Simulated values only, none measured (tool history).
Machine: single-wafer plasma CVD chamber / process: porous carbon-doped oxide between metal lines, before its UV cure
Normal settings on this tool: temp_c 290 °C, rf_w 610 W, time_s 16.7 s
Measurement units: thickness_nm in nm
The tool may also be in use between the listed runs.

run	hour	temp_c	rf_w	time_s	read-back reference wafer on the same gauge, thickness_nm	thickness_nm
1	0	290	610	16.7	129.932	110.539
2	14.5	290	610	16.7	129.984	110.576
3	27.7	290	610	16.7	129.971	110.466
4	34.7	290	610	15.7	129.964	104.17
5	47.4	290	610	16.7	129.957	110.052
6	56.4	290	610	16.7	130.018	110.365
7	72.4	290	610	16.7	129.985	109.935
# hour 83: showerhead replaced
8	87.1	290	610	16.7	129.935	110.162
# hour 104.1: thermocouple changed; heater temperature recalibrated
9	104.6	290	610	16.7	130.057	110.755
10	116.3	290	610	16.7	129.999	110.626
11	129.2	284	610	16.7	129.95	114.07
# hour 135: gauge calibrated
# hour 138.6: RF generator calibrated
12	147.1	290	610	19.7	129.982	133.686
13	161.2	290	540	15.4	130.059	99.843
14	168	278	710	15.7	130.017	123.041
15	178.6	290	655	16.7	130.026	116.969
16	191.1	290	610	16.7	129.929	113.299
17	205	290	610	16.7	129.982	113.304
18	217.7	290	610	16.7	130.021	113.188
19	227.8	305	555	16.7	129.959	100.17

Below are 5 alternative next runs, each starting from the tool's condition after run 19. Predict each:
A	228.2	290	610	16.7	?	?
B	228.2	284	610	17.7	?	?
C	228.2	277	610	13.5	?	?
D	228.2	301	540	14.9	?	?
E	228.2	278	565	18.5	?	?

run	read-back reference wafer on the same gauge, thickness_nm	thickness_nm
A	130.007	112.891
B	130.007	123.35
C	130.007	98.75
D	130.007	90.482
E	130.007	128.549
The same runs, with their run-to-run variation unchanged, on a tool lacking any hidden condition would have given:
run	thickness_nm
A	114.523
B	125.134
C	100.178
D	91.793
E	130.408
